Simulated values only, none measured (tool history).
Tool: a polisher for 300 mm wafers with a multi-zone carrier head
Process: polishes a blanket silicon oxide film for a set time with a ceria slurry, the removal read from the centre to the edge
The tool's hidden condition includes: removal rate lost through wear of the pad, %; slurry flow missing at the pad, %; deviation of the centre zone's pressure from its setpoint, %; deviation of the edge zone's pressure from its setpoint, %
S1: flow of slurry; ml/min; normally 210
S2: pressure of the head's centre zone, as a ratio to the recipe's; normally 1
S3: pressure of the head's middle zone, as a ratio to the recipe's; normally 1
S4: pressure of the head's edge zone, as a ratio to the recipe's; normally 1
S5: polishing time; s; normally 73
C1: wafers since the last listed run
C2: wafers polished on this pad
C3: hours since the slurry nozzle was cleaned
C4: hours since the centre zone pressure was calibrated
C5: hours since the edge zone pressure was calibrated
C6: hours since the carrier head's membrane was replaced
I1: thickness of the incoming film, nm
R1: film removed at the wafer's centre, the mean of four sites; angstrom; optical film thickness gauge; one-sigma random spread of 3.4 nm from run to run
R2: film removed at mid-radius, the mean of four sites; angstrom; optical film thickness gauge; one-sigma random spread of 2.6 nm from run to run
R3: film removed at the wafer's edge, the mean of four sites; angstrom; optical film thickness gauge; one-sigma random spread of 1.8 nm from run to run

| run | hour | S1 | S2 | S3 | S4 | S5 | C1 | C2 | C3 | C4 | C5 | C6 | I1 | R1 | R2 | R3 |
|---|---|---|---|---|---|---|---|---|---|---|---|---|---|---|---|---|
| 1 | 0 | 210 | 1 | 1 | 0.92 | 73 | 0 | 797 | 717.7 | 678.4 | 624.2 | 1236.6 | 1813.7 | 2190 | 2136 | 2079 |
|  | 38 | centre zone pressure recalibrated |
|  | 38 | carrier head's membrane replaced by a new one |
| 2 | 38.5 | 210 | 1 | 1 | 1 | 73 | 181 | 978 | 756.2 | 0.5 | 662.7 | 0.5 | 1800.3 | 2170 | 2148 | 2118 |
| 3 | 53.5 | 210 | 1 | 1 | 1 | 73 | 81 | 1060 | 771.2 | 15.5 | 677.7 | 15.5 | 1783 | 2143 | 2131 | 2125 |
| 4 | 61.3 | 210 | 1 | 1 | 1.07 | 62 | 42 | 1102 | 779 | 23.3 | 685.5 | 23.3 | 1759.9 | 1759 | 1793 | 1826 |
| 5 | 79 | 210 | 1 | 1 | 1.07 | 62 | 95 | 1198 | 796.7 | 41 | 703.2 | 41 | 1789.2 | 1748 | 1778 | 1823 |
| 6 | 85.2 | 190 | 1.1 | 1.05 | 1 | 60 | 33 | 1231 | 802.9 | 47.2 | 709.4 | 47.2 | 1773.1 | 1851 | 1733 | 1694 |
| 7 | 97.5 | 240 | 1 | 1 | 1 | 73 | 66 | 1298 | 815.2 | 59.5 | 721.7 | 59.5 | 1758.6 | 2135 | 2155 | 2086 |
| 8 | 111.7 | 210 | 0.9 | 0.94 | 0.9 | 73 | 76 | 1375 | 829.4 | 73.7 | 735.9 | 73.7 | 1757.5 | 1857 | 1926 | 2010 |
| 9 | 118.3 | 210 | 1 | 1 | 1 | 73 | 35 | 1410 | 836 | 80.3 | 742.5 | 80.3 | 1786.5 | 2058 | 2057 | 2056 |
|  | 124.4 | worn pad replaced by a new one |
| 10 | 136 | 210 | 1 | 0.93 | 1 | 73 | 74 | 62 | 853.7 | 98 | 760.2 | 98 | 1803.9 | 2342 | 2166 | 2303 |
|  | 144 | slurry nozzle cleaned |
| 11 | 144.5 | 210 | 1 | 1 | 1 | 73 | 40 | 103 | 0.5 | 106.5 | 768.7 | 106.5 | 1764.8 | 2271 | 2284 | 2320 |
| 12 | 153.4 | 190 | 1.1 | 1.05 | 1 | 60 | 48 | 151 | 9.4 | 115.4 | 777.6 | 115.4 | 1774.5 | 2108 | 1910 | 1835 |
|  | 155.7 | edge zone pressure recalibrated |
| 13 | 159.6 | 210 | 1 | 1 | 1 | 73 | 22 | 174 | 15.6 | 121.6 | 3.9 | 121.6 | 1783 | 2314 | 2233 | 2266 |
| 14 | 168.9 | 210 | 1.12 | 1.12 | 0.89 | 94 | 50 | 224 | 24.9 | 130.9 | 13.2 | 130.9 | 1757.4 | 3356 | 3143 | 2791 |
| 15 | 180.3 | 210 | 1 | 1 | 1 | 92 | 61 | 286 | 36.3 | 142.3 | 24.6 | 142.3 | 1763.8 | 2921 | 2838 | 2883 |
| 16 | 195.1 | 210 | 1 | 1 | 1 | 73 | 80 | 366 | 51.1 | 157.1 | 39.4 | 157.1 | 1771.9 | 2270 | 2225 | 2258 |
| 17 | 210.4 | 210 | 1 | 1 | 1 | 73 | 82 | 449 | 66.4 | 172.4 | 54.7 | 172.4 | 1744.7 | 2267 | 2238 | 2241 |
| 18 | 225.8 | 210 | 1 | 0.91 | 1 | 97 | 83 | 532 | 81.8 | 187.8 | 70.1 | 187.8 | 1768.2 | 3056 | 2740 | 2955 |
| 19 | 241.2 | 210 | 1 | 0.97 | 1 | 62 | 83 | 616 | 97.2 | 203.2 | 85.5 | 203.2 | 1750.3 | 1861 | 1854 | 1866 |
| 20 | 254.3 | 210 | 0.95 | 1 | 1 | 73 | 70 | 686 | 110.3 | 216.3 | 98.6 | 216.3 | 1803.4 | 2108 | 2161 | 2206 |
| 21 | 269.4 | 210 | 0.91 | 1 | 1 | 73 | 81 | 768 | 125.4 | 231.4 | 113.7 | 231.4 | 1787.5 | 2000 | 2198 | 2203 |
| 22 | 276.9 | 210 | 1 | 1.09 | 0.91 | 73 | 40 | 809 | 132.9 | 238.9 | 121.2 | 238.9 | 1795.7 | 2169 | 2318 | 2101 |
| 23 | 287.4 | 170 | 1 | 1.08 | 1 | 84 | 56 | 866 | 143.4 | 249.4 | 131.7 | 249.4 | 1779.7 | 2464 | 2600 | 2401 |

Predict each of these 3 candidate next runs independently; none follows another, all start after run 23:
| A | 287.9 | 210 | 1 | 1 | 1 | 73 | 2 | 868 | 143.9 | 249.9 | 132.2 | 249.9 | 1815 | ? | ? | ? |
| B | 287.9 | 145 | 1 | 1.07 | 0.92 | 73 | 2 | 868 | 143.9 | 249.9 | 132.2 | 249.9 | 1815 | ? | ? | ? |
| C | 287.9 | 135 | 1.08 | 1 | 1 | 64 | 2 | 868 | 143.9 | 249.9 | 132.2 | 249.9 | 1815 | ? | ? | ? |

| run | R1 | R2 | R3 |
|---|---|---|---|
| A | 2201 | 2146 | 2138 |
| B | 2059 | 2141 | 1985 |
| C | 1919 | 1747 | 1777 |
Take away the tool's hidden state, keep each run's random variation, and the runs would have read:
| run | R1 | R2 | R3 |
|---|---|---|---|
| A | 2370 | 2311 | 2302 |
| B | 2217 | 2306 | 2137 |
| C | 2066 | 1881 | 1913 |
